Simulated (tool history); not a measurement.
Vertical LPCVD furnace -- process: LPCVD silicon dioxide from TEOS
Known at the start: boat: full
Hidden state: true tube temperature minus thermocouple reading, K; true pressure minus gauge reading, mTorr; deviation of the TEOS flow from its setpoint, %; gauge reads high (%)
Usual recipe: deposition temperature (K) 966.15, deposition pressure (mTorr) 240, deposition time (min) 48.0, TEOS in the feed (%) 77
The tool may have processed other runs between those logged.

run     day  deposition temperature (K)  deposition pressure (mTorr)  deposition time (min)  TEOS in the feed (%)  wafers since the last listed run  hours since the last temperature calibration  hours since the pressure gauge was zeroed  hours since the TEOS flow controller was replaced  hours since the gauge calibration  read-back reference wafer on the same gauge, thickness  film thickness on the monitor wafer in the middle of the boat (nm)
  1   0.000                      966.15                          250                   48.0                    77                                 0                                        2525.2                                     1499.1                                             5049.2                               17.4                                                  305.13                                                              302.23
  2   0.558                      966.15                          250                   48.0                    77                               224                                        2538.6                                     1512.5                                             5062.6                               30.8                                                  305.09                                                              302.27
  3   1.225                      966.15                          240                   48.0                    77                               268                                        2554.6                                     1528.5                                             5078.6                               46.8                                                  305.02                                                              296.27
  4   1.642                      966.15                          240                   48.0                    77                               167                                        2564.6                                     1538.5                                             5088.6                               56.8                                                  304.98                                                              297.02
  5   2.433                      966.15                          240                   48.0                    81                               318                                        2583.6                                     1557.5                                             5107.6                               75.8                                                  305.05                                                              303.85
  6   2.854                      966.15                          240                   59.5                    77                               169                                        2593.7                                     1567.6                                             5117.7                               85.9                                                  305.00                                                              365.57
      3.933  -- thermocouples replaced and temperature profile calibrated
  7   3.954                      966.15                          240                   59.5                    77                                40                                           0.5                                     1594.0                                             5144.1                              112.3                                                  305.11                                                              336.84
  8   4.146                      966.15                          240                   59.5                    77                                77                                           5.1                                     1598.6                                             5148.7                              116.9                                                  305.00                                                              335.44
  9   4.338                      959.15                          240                   48.0                    77                                77                                           9.7                                     1603.2                                             5153.3                              121.5                                                  304.94                                                              230.26
 10   4.592                      959.15                          240                   48.0                    77                               102                                          15.8                                     1609.3                                             5159.4                              127.6                                                  305.07                                                              229.75
      6.200  -- pressure gauge zeroed
      6.954  -- TEOS flow controller replaced
 11   6.975                      966.15                          240                   48.0                    77                               253                                          73.0                                       18.6                                                0.5                              184.8                                                  304.99                                                              272.41
 12   7.167                      966.15                          200                   62.0                    77                                77                                          77.6                                       23.2                                                5.1                              189.4                                                  305.05                                                              321.23
 13   7.358                      962.15                          220                   35.0                    72                                77                                          82.2                                       27.8                                                9.7                              194.0                                                  304.77                                                              167.28
 14   7.550                      976.15                          275                   59.5                    68                                77                                          86.8                                       32.4                                               14.3                              198.6                                                  304.85                                                              428.21
 15   7.742                      966.15                          240                   62.5                    67                                77                                          91.4                                       37.0                                               18.9                              203.2                                                  305.12                                                              330.90
      7.867  -- gauge calibrated
 16   8.162                      954.15                          240                   48.0                    77                               169                                         101.5                                       47.1                                               29.0                                7.1                                                  305.03                                                              204.50
 17   8.842                      966.15                          295                   48.0                    77                               273                                         117.8                                       63.4                                               45.3                               23.4                                                  305.03                                                              302.68
 18   9.571                      966.15                          240                   58.0                    82                               293                                         135.3                                       80.9                                               62.8                               40.9                                                  304.87                                                              338.60
 19  10.179                      976.15                          275                   59.5                    68                               244                                         149.9                                       95.5                                               77.4                               55.5                                                  304.97                                                              431.80
 20  10.721                      966.15                          270                   65.5                    85                               217                                         162.9                                      108.5                                               90.4                               68.5                                                  304.93                                                              415.10
 21  12.329                      962.15                          190                   53.0                    84                               646                                         201.5                                      147.1                                              129.0                              107.1                                                  305.22                                                              253.70

Each row is a separate what-if for the run after 21, all from the same tool condition, not one after another. Results?
  A  12.525                      966.15                          240                   60.0                    77                                78                                         206.2                                      151.8                                              133.7                              111.8                                                       ?                                                                   ?
  B  12.525                      962.15                          295                   66.0                    70                                78                                         206.2                                      151.8                                              133.7                              111.8                                                       ?                                                                   ?
  C  12.525                      976.15                          260                   32.0                    77                                78                                         206.2                                      151.8                                              133.7                              111.8                                                       ?                                                                   ?
  D  12.525                      973.15                          285                   42.0                    77                                78                                         206.2                                      151.8                                              133.7                              111.8                                                       ?                                                                   ?
  E  12.525                      966.15                          190                   37.5                    77                                78                                         206.2                                      151.8                                              133.7                              111.8                                                       ?                                                                   ?

run  read-back reference wafer on the same gauge, thickness  film thickness on the monitor wafer in the middle of the boat (nm)
  A                                                  305.01                                                              341.76
  B                                                  305.01                                                              361.53
  C                                                  305.01                                                              239.51
  D                                                  305.01                                                              307.05
  E                                                  305.01                                                              190.05
Stripped of hidden state, with their random variation kept, the same runs would have yielded:
run  film thickness on the monitor wafer in the middle of the boat (nm)
  A                                                              333.35
  B                                                              352.56
  C                                                              233.73
  D                                                              299.60
  E                                                              185.38
